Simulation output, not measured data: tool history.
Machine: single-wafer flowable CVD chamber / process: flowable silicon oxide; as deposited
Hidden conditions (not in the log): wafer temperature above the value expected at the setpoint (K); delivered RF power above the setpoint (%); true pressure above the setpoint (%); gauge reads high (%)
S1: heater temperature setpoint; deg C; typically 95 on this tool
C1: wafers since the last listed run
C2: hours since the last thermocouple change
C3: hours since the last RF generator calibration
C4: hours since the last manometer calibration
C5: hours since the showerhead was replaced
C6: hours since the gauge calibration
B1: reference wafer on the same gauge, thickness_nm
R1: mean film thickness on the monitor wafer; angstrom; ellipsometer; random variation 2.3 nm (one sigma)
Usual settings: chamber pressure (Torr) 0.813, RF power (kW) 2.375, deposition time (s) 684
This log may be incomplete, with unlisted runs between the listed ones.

{"run": 1, "hour": 0.0, "S1": 95, "chamber pressure (Torr)": 0.813, "RF power (kW)": 2.375, "deposition time (s)": 628, "C1": 0, "C2": 974.3, "C3": 887.4, "C4": 1566.7, "C5": 135.6, "C6": 687.2, "B1": 534.887, "R1": 5211.13}
{"run": 2, "hour": 32.6, "S1": 95, "chamber pressure (Torr)": 0.813, "RF power (kW)": 2.375, "deposition time (s)": 684, "C1": 120, "C2": 1006.9, "C3": 920.0, "C4": 1599.3, "C5": 168.2, "C6": 719.8, "B1": 535.482, "R1": 5632.64}
{"run": 3, "hour": 100.9, "S1": 95, "chamber pressure (Torr)": 0.813, "RF power (kW)": 2.375, "deposition time (s)": 684, "C1": 251, "C2": 1075.2, "C3": 988.3, "C4": 1667.6, "C5": 236.5, "C6": 788.1, "B1": 534.887, "R1": 5634.45}
{"run": 4, "hour": 215.1, "S1": 95, "chamber pressure (Torr)": 0.813, "RF power (kW)": 2.375, "deposition time (s)": 684, "C1": 420, "C2": 1189.4, "C3": 1102.5, "C4": 1781.8, "C5": 350.7, "C6": 902.3, "B1": 534.314, "R1": 5617.68}
{"run": 5, "hour": 276.4, "S1": 95, "chamber pressure (Torr)": 0.813, "RF power (kW)": 2.375, "deposition time (s)": 684, "C1": 225, "C2": 1250.7, "C3": 1163.8, "C4": 1843.1, "C5": 412.0, "C6": 963.6, "B1": 535.262, "R1": 5635.73}
{"hour": 297.6, "done": "capacitance manometer re-zeroed and calibrated"}
{"run": 6, "hour": 316.9, "S1": 90, "chamber pressure (Torr)": 0.813, "RF power (kW)": 2.54, "deposition time (s)": 684, "C1": 119, "C2": 1291.2, "C3": 1204.3, "C4": 19.3, "C5": 452.5, "C6": 1004.1, "B1": 535.29, "R1": 6579.32}
{"run": 7, "hour": 448.1, "S1": 83, "chamber pressure (Torr)": 0.753, "RF power (kW)": 2.1, "deposition time (s)": 756, "C1": 483, "C2": 1422.4, "C3": 1335.5, "C4": 150.5, "C5": 583.7, "C6": 1135.3, "B1": 535.411, "R1": 7806.55}
{"run": 8, "hour": 488.6, "S1": 95, "chamber pressure (Torr)": 0.813, "RF power (kW)": 2.375, "deposition time (s)": 684, "C1": 149, "C2": 1462.9, "C3": 1376.0, "C4": 191.0, "C5": 624.2, "C6": 1175.8, "B1": 534.583, "R1": 5626.61}
{"run": 9, "hour": 638.3, "S1": 95, "chamber pressure (Torr)": 0.813, "RF power (kW)": 2.375, "deposition time (s)": 684, "C1": 551, "C2": 1612.6, "C3": 1525.7, "C4": 340.7, "C5": 773.9, "C6": 1325.5, "B1": 535.531, "R1": 5647.17}
{"run": 10, "hour": 664.0, "S1": 109, "chamber pressure (Torr)": 0.813, "RF power (kW)": 2.375, "deposition time (s)": 550, "C1": 94, "C2": 1638.3, "C3": 1551.4, "C4": 366.4, "C5": 799.6, "C6": 1351.2, "B1": 534.641, "R1": 3021.8}
{"run": 11, "hour": 697.0, "S1": 95, "chamber pressure (Torr)": 0.813, "RF power (kW)": 2.505, "deposition time (s)": 684, "C1": 121, "C2": 1671.3, "C3": 1584.4, "C4": 399.4, "C5": 832.6, "C6": 1384.2, "B1": 534.667, "R1": 5669.62}
{"hour": 724.2, "done": "thermocouple changed; heater temperature recalibrated"}
{"run": 12, "hour": 758.0, "S1": 86, "chamber pressure (Torr)": 0.813, "RF power (kW)": 2.375, "deposition time (s)": 772, "C1": 195, "C2": 33.8, "C3": 1645.4, "C4": 460.4, "C5": 893.6, "C6": 1445.2, "B1": 534.238, "R1": 8203.21}
{"run": 13, "hour": 806.8, "S1": 83, "chamber pressure (Torr)": 0.813, "RF power (kW)": 2.375, "deposition time (s)": 684, "C1": 179, "C2": 82.6, "C3": 1694.2, "C4": 509.2, "C5": 942.4, "C6": 1494.0, "B1": 535.038, "R1": 7813.41}
{"hour": 837.4, "done": "RF generator calibrated"}
{"run": 14, "hour": 866.6, "S1": 91, "chamber pressure (Torr)": 0.813, "RF power (kW)": 2.375, "deposition time (s)": 588, "C1": 190, "C2": 142.4, "C3": 29.2, "C4": 569.0, "C5": 1002.2, "C6": 1553.8, "B1": 534.52, "R1": 5441.2}
{"run": 15, "hour": 916.2, "S1": 82, "chamber pressure (Torr)": 0.911, "RF power (kW)": 2.835, "deposition time (s)": 726, "C1": 182, "C2": 192.0, "C3": 78.8, "C4": 618.6, "C5": 1051.8, "C6": 1603.4, "B1": 533.826, "R1": 9859.39}
{"run": 16, "hour": 959.4, "S1": 83, "chamber pressure (Torr)": 0.618, "RF power (kW)": 2.68, "deposition time (s)": 815, "C1": 159, "C2": 235.2, "C3": 122.0, "C4": 661.8, "C5": 1095.0, "C6": 1646.6, "B1": 534.544, "R1": 7289.37}
{"hour": 984.6, "done": "gauge calibrated"}
{"run": 17, "hour": 1014.0, "S1": 95, "chamber pressure (Torr)": 0.813, "RF power (kW)": 2.085, "deposition time (s)": 684, "C1": 201, "C2": 289.8, "C3": 176.6, "C4": 716.4, "C5": 1149.6, "C6": 29.4, "B1": 534.931, "R1": 5449.63}
{"run": 18, "hour": 1050.3, "S1": 95, "chamber pressure (Torr)": 0.813, "RF power (kW)": 2.78, "deposition time (s)": 684, "C1": 133, "C2": 326.1, "C3": 212.9, "C4": 752.7, "C5": 1185.9, "C6": 65.7, "B1": 535.008, "R1": 5785.19}
{"run": 19, "hour": 1080.7, "S1": 85, "chamber pressure (Torr)": 0.751, "RF power (kW)": 2.59, "deposition time (s)": 684, "C1": 111, "C2": 356.5, "C3": 243.3, "C4": 783.1, "C5": 1216.3, "C6": 96.1, "B1": 534.471, "R1": 7016.47}
{"run": 20, "hour": 1122.8, "S1": 95, "chamber pressure (Torr)": 0.813, "RF power (kW)": 2.375, "deposition time (s)": 684, "C1": 154, "C2": 398.6, "C3": 285.4, "C4": 825.2, "C5": 1258.4, "C6": 138.2, "B1": 534.582, "R1": 5646.78}
{"run": 21, "hour": 1186.8, "S1": 95, "chamber pressure (Torr)": 0.813, "RF power (kW)": 2.375, "deposition time (s)": 684, "C1": 235, "C2": 462.6, "C3": 349.4, "C4": 889.2, "C5": 1322.4, "C6": 202.2, "B1": 535.196, "R1": 5627.15}
{"run": 22, "hour": 1234.6, "S1": 83, "chamber pressure (Torr)": 0.637, "RF power (kW)": 2.21, "deposition time (s)": 559, "C1": 175, "C2": 510.4, "C3": 397.2, "C4": 937.0, "C5": 1370.2, "C6": 250.0, "B1": 534.895, "R1": 4919.78}
{"run": 23, "hour": 1367.5, "S1": 110, "chamber pressure (Torr)": 0.813, "RF power (kW)": 2.375, "deposition time (s)": 601, "C1": 489, "C2": 643.3, "C3": 530.1, "C4": 1069.9, "C5": 1503.1, "C6": 382.9, "B1": 534.216, "R1": 3202.63}
{"run": 24, "hour": 1423.5, "S1": 95, "chamber pressure (Torr)": 0.643, "RF power (kW)": 2.375, "deposition time (s)": 684, "C1": 206, "C2": 699.3, "C3": 586.1, "C4": 1125.9, "C5": 1559.1, "C6": 438.9, "B1": 534.604, "R1": 4461.21}
{"run": 25, "hour": 1452.4, "S1": 95, "chamber pressure (Torr)": 0.619, "RF power (kW)": 2.375, "deposition time (s)": 807, "C1": 106, "C2": 728.2, "C3": 615.0, "C4": 1154.8, "C5": 1588.0, "C6": 467.8, "B1": 534.681, "R1": 5050.6}
{"run": 26, "hour": 1483.1, "S1": 109, "chamber pressure (Torr)": 0.813, "RF power (kW)": 1.96, "deposition time (s)": 684, "C1": 113, "C2": 758.9, "C3": 645.7, "C4": 1185.5, "C5": 1618.7, "C6": 498.5, "B1": 536.231, "R1": 3569.67}
{"run": 27, "hour": 1548.0, "S1": 91, "chamber pressure (Torr)": 0.869, "RF power (kW)": 2.375, "deposition time (s)": 644, "C1": 238, "C2": 823.8, "C3": 710.6, "C4": 1250.4, "C5": 1683.6, "C6": 563.4, "B1": 535.393, "R1": 6352.84}

For each entry between runs, how does the tool's hidden state at the last listed run before it compare with that at the first listed run after it?
Logged between run 5 and run 6: capacitance manometer re-zeroed and calibrated (hour 297.6)
  no hidden state differs between the two runs
Logged between run 11 and run 12: thermocouple changed; heater temperature recalibrated (hour 724.2)
  no hidden state differs between the two runs
Logged between run 13 and run 14: RF generator calibrated (hour 837.4)
  no hidden state differs between the two runs
Logged between run 16 and run 17: gauge calibrated (hour 984.6)
  no hidden state differs between the two runs

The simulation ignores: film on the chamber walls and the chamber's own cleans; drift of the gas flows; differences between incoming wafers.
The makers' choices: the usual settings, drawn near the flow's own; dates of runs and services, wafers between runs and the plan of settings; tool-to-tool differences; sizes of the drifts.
